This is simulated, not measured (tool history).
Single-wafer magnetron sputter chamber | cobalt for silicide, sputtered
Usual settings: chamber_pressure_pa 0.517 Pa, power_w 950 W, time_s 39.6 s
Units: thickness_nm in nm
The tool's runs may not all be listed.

run    hour  chamber_pressure_pa  power_w  time_s  read-back reference wafer on the same gauge, thickness_nm  thickness_nm
  1     0.0                0.517      950    39.6                                                     16.922        18.641
  2    60.9                0.517      800    39.6                                                     16.898        16.706
  3   112.0                0.517      800    39.6                                                     16.900        16.732
  4   145.5                0.517      950    39.6                                                     16.905        18.717
      155.9  -- sputter target and shields replaced
  5   210.2                0.517      950    39.6                                                     16.899        18.680
  6   246.0                0.517      950    39.6                                                     16.904        18.709
  7   289.9                0.517      950    34.6                                                     16.901        16.345
  8   327.5                0.517      950    34.6                                                     16.902        16.325
  9   351.8                0.677      950    39.6                                                     16.907        17.232
      406.2  -- magnet pack replaced
 10   420.4                0.677      950    39.6                                                     16.898        17.176
 11   450.9                0.517      750    39.6                                                     16.894        16.068
 12   480.7                0.517      950    39.6                                                     16.890        18.681
 13   533.9                0.724      950    39.6                                                     16.903        16.848
      581.9  -- sputter target and shields replaced
 14   594.4                0.517      950    35.0                                                     16.899        16.489
 15   655.2                0.517      950    39.6                                                     16.890        18.726
      695.5  -- gauge calibrated
 16   712.8                0.450      750    44.0                                                     16.913        18.413
 17   763.8                0.701     1050    39.6                                                     16.904        18.232
 18   866.4                0.517      950    39.6                                                     16.898        18.756
 19   890.4                0.517      950    39.6                                                     16.894        18.668
 20   926.5                0.677      950    39.6                                                     16.897        17.234
      936.6  -- capacitance manometer re-zeroed and calibrated
 21   957.7                0.705     1050    47.2                                                     16.892        21.626
 22  1012.6                0.517     1000    39.6                                                     16.901        19.301
     1028.1  -- sputter target and shields replaced
 23  1049.0                0.517      950    39.6                                                     16.903        18.678
 24  1079.3                0.517      950    39.6                                                     16.903        18.660
 25  1106.1                0.517      950    39.6                                                     16.888        18.685
 26  1155.2                0.452      950    39.6                                                     16.896        19.333
 27  1211.8                0.439     1100    34.0                                                     16.902        18.470
 28  1255.4                0.706     1100    47.2                                                     16.900        22.324
 29  1324.5                0.517      950    39.6                                                     16.892        18.696
 30  1352.2                0.437      750    45.0                                                     16.905        19.083
 31  1376.8                0.345     1150    39.6                                                     16.903        23.293
     1406.1  -- sputter target and shields replaced
 32  1437.0                0.374      850    42.5                                                     16.898        20.041
 33  1476.1                0.517      950    39.6                                                     16.901        18.725
 34  1529.1                0.671      700    32.8                                                     16.899        11.777
 35  1580.7                0.517      750    36.5                                                     16.904        14.714

Forecast each of these 4 alternatives for the next run:
  A  1581.1                0.517      950    39.6                                                          ?             ?
  B  1581.1                0.692      750    36.8                                                          ?             ?
  C  1581.1                0.359     1150    42.6                                                          ?             ?
  D  1581.1                0.364     1150    39.6                                                          ?             ?

run  read-back reference wafer on the same gauge, thickness_nm  thickness_nm
  A                                                     16.902        18.724
  B                                                     16.902        13.679
  C                                                     16.902        24.967
  D                                                     16.902        23.146
Without the tool's hidden state the same runs would have given:
run  thickness_nm
  A        18.724
  B        13.679
  C        24.967
  D        23.146
